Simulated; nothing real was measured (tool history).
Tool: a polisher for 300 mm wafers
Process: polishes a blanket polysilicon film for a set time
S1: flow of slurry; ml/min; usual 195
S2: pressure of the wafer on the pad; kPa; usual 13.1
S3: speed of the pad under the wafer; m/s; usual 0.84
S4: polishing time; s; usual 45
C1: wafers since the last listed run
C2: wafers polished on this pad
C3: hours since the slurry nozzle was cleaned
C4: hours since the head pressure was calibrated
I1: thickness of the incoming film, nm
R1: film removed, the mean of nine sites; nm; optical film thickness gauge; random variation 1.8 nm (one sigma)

run    hour   S1    S2    S3  S4    C1    C2     C3     C4      I1     R1
  1       0  195  10.3  0.84  42     0    35  330.3  180.8  1518.4  136.6
  2    32.7  195  10.3  0.84  42   228   263    363  213.5    1515  132.8
  3    95.1  195  14.5  0.84  53   435   699  425.4  275.9  1518.1  200.3
  4   157.9  195  14.5  0.84  53   438  1137  488.2  338.7  1522.3  194.5
      185.3  -- head pressure recalibrated
      209.8  -- slurry nozzle cleaned
  5   227.4  195  13.1  0.84  45   464  1601   17.6   42.1  1529.5  153.1
      348.3  -- worn pad replaced by a new one
  6     421  195  13.1  0.84  45  1323   507  211.2  235.7  1547.2  160.6
  7   451.8  195  13.1  0.84  45   214   722    242  266.5  1571.9  158.5
  8     499  195  13.1  0.84  45   329  1051  289.2  313.7  1536.7  155.6
  9   541.1  160  13.1  1.06  45   293  1345  331.3  355.8    1537  187.3
 10   579.7  195  13.1  0.84  45   269  1614  369.9  394.4  1511.1  153.6
        582  -- head pressure recalibrated
 11   635.4  195  13.1  0.84  45   374  1989  425.6   53.4  1552.6  154.9
        674  -- slurry nozzle cleaned
 12   675.6  195  13.1  0.84  45   273  2263    1.6   93.6  1564.3  147.9
 13   711.8  195  13.1  0.84  45   252  2515   37.8  129.8  1549.1  150.6
        741  -- worn pad replaced by a new one
 14   776.3  195  13.1  0.84  54   422   246  102.3  194.3  1536.4  202.4
 15   814.5  195  13.1  0.84  54   266   512  140.5  232.5  1527.9  193.6
 16   860.1  195  13.1  0.84  45   318   830  186.1  278.1  1521.2  160.1
 17   922.1  140  15.9  0.98  36   432  1263  248.1  340.1  1534.4  156.6
 18   956.4  195  13.1  0.84  45   239  1503  282.4  374.4  1526.2  155.4
 19   996.7  240  13.1  0.66  45   281  1784  322.7  414.7    1535  124.5
     1006.2  -- head pressure recalibrated
 20  1035.2  195  17.9  0.84  35   254  2039  361.2     29  1513.8    149
 21  1070.1  265  11.7  0.56  58   243  2282  396.1   63.9  1541.4  124.9
 22  1113.7  195  13.1  0.84  45   304  2586  439.7  107.5  1524.3    151
 23  1152.7  195  13.1     1  51   272  2859  478.7  146.5  1562.9  202.3
 24    1180  195     9  0.84  45   190  3049    506  173.8  1532.1  116.1
     1188.5  -- slurry nozzle cleaned
     1209.7  -- worn pad replaced by a new one
 25  1210.2  195  10.3  0.62  45   175     3   21.7    204  1540.1  109.6
 26  1272.4  195  15.2  0.84  34   434   437   83.9  266.2  1539.9    139
 27  1312.8  140  16.5  0.62  59   281   719  124.3  306.6  1521.5  172.4
 28  1362.8  135  15.2  0.68  32   348  1068  174.3  356.6  1542.1   93.2
     1428.7  -- head pressure recalibrated
 29  1429.2  195  13.1  0.84  45   449  1517  240.7    0.5  1537.5  153.3
 30    1478  255  15.9  1.06  51   340  1858  289.5   49.3  1567.8  264.4
 31  1525.8  220  13.1     1  45   333  2191  337.3   97.1    1544  189.4
 32  1580.9  240  10.3  0.58  49   384  2576  392.4  152.2    1563    100
 33  1617.6  195   8.3  0.84  45   256  2832  429.1  188.9  1564.7  115.5
     1648.7  -- worn pad replaced by a new one
     1709.2  -- slurry nozzle cleaned
 34  1806.2  195  13.1  0.84  57  1281  1091     97  377.5  1571.3  200.1
     1827.1  -- head pressure recalibrated
 35  1871.8  195     9  1.06  45   443  1535  162.6   44.7  1524.6  153.2
 36    1912  195  13.1  0.84  45   280  1816  202.8   84.9  1539.9  153.5

Forecast each of these 5 alternatives for the next run:
  A  1912.4  195  13.1  0.84  45   2  1819  203.2  85.3  1554.2   ?
  B  1912.4  245  10.3  1.06  38   2  1819  203.2  85.3  1554.2   ?
  C  1912.4  195  13.1  0.84  52   2  1819  203.2  85.3  1554.2   ?
  D  1912.4  195  13.1  0.62  45   2  1819  203.2  85.3  1554.2   ?
  E  1912.4  195  13.1  1.04  50   2  1819  203.2  85.3  1554.2   ?

run     R1
  A  153.1
  B  143.9
  C  176.9
  D    113
  E  210.6
Without the tool's hidden state the same runs would have given:
run     R1
  A  173.7
  B  163.3
  C  200.7
  D  128.2
  E  238.9

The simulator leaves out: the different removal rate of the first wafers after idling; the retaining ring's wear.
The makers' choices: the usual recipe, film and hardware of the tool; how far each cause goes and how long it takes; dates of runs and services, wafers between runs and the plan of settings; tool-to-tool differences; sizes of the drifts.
